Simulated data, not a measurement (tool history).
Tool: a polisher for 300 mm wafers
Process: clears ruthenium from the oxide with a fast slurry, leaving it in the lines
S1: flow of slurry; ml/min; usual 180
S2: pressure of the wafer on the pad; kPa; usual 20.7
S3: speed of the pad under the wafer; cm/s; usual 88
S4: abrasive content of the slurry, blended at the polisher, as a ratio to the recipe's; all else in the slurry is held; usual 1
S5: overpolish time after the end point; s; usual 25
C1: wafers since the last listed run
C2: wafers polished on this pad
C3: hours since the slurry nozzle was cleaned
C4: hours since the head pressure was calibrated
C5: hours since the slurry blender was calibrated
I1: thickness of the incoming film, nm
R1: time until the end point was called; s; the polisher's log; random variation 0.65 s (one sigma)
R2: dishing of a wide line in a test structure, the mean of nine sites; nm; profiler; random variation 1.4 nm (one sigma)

Run 1, hour 0: usual settings; C1 0; C2 340; C3 593.6; C4 806.9; C5 36.6; I1 172.6. Result: R1 44.4 s, R2 70.4 nm.
At hour 13.7: worn pad replaced by a new one.
Run 2, hour 16.5: usual settings; C1 127; C2 28; C3 610.1; C4 823.4; C5 53.1; I1 172.4. Result: R1 41.5 s, R2 75.6 nm.
Run 3, hour 23.2: usual settings but S3 104 cm/s; C1 68; C2 96; C3 616.8; C4 830.1; C5 59.8; I1 166.5. Result: R1 38.3 s, R2 81.2 nm.
Run 4, hour 35.4: usual settings but S2 17.2 kPa; C1 124; C2 221; C3 629; C4 842.3; C5 72; I1 171.5. Result: R1 52.1 s, R2 61.8 nm.
Run 5, hour 45.2: usual settings; C1 100; C2 321; C3 638.8; C4 852.1; C5 81.8; I1 169.4. Result: R1 44.7 s, R2 69.8 nm.
Run 6, hour 61.1: usual settings; C1 162; C2 484; C3 654.7; C4 868; C5 97.7; I1 171.2. Result: R1 48.1 s, R2 67 nm.
At hour 68.3: worn pad replaced by a new one.
Run 7, hour 69.2: usual settings; C1 41; C2 9; C3 662.8; C4 876.1; C5 105.8; I1 168.4. Result: R1 40.6 s, R2 75.3 nm.
At hour 71.6: head pressure recalibrated.
Run 8, hour 85.3: usual settings but S3 110 cm/s; C1 143; C2 153; C3 678.9; C4 13.7; C5 121.9; I1 170.3. Result: R1 37.7 s, R2 80 nm.
Run 9, hour 95.8: usual settings but S2 24.1 kPa, S4 1.3; C1 107; C2 260; C3 689.4; C4 24.2; C5 132.4; I1 169.4. Result: R1 34.8 s, R2 85.7 nm.
Run 10, hour 110.5: usual settings but S5 32 s; C1 150; C2 410; C3 704.1; C4 38.9; C5 147.1; I1 168.8. Result: R1 46.1 s, R2 84.3 nm.
At hour 120.6: worn pad replaced by a new one.
Run 11, hour 121.1: usual settings but S1 210 ml/min, S3 106 cm/s, S5 32 s; C1 67; C2 5; C3 714.7; C4 49.5; C5 157.7; I1 168.8. Result: R1 35.5 s, R2 100.3 nm.
At hour 143.1: slurry nozzle cleaned.
Run 12, hour 156.1: usual settings but S5 32 s; C1 347; C2 352; C3 13; C4 84.5; C5 192.7; I1 172.6. Result: R1 48.2 s, R2 80.7 nm.
At hour 161.6: slurry blender recalibrated.
At hour 164.1: worn pad replaced by a new one.
Run 13, hour 171: usual settings but S5 31 s; C1 106; C2 70; C3 27.9; C4 99.4; C5 9.4; I1 169.9. Result: R1 39.8 s, R2 89.2 nm.
Run 14, hour 205.9: usual settings; C1 356; C2 426; C3 62.8; C4 134.3; C5 44.3; I1 169.8. Result: R1 43.6 s, R2 70.8 nm.
At hour 219.7: worn pad replaced by a new one.
Run 15, hour 221.8: usual settings but S1 195 ml/min, S4 1.25; C1 121; C2 21; C3 78.7; C4 150.2; C5 60.2; I1 170.3. Result: R1 37.4 s, R2 83.2 nm.

Forecast each of these 3 alternatives for the next run:
Run A, hour 222.2: usual settings; C1 4; C2 25; C3 79.1; C4 150.6; C5 60.6; I1 170.3. Result: R1 ?, R2 ?.
Run B, hour 222.2: usual settings but S1 220 ml/min, S3 116 cm/s, S4 1.15; C1 4; C2 25; C3 79.1; C4 150.6; C5 60.6; I1 170.3. Result: R1 ?, R2 ?.
Run C, hour 222.2: usual settings but S3 66 cm/s, S4 0.7; C1 4; C2 25; C3 79.1; C4 150.6; C5 60.6; I1 170.3. Result: R1 ?, R2 ?.

run    R1    R2
  A  40.2  75.4
  B    31  92.5
  C  55.7  57.4
Without the tool's hidden state the same runs would have given:
run    R1    R2
  A    38  78.9
  B  29.4  96.4
  C  52.4  60.5
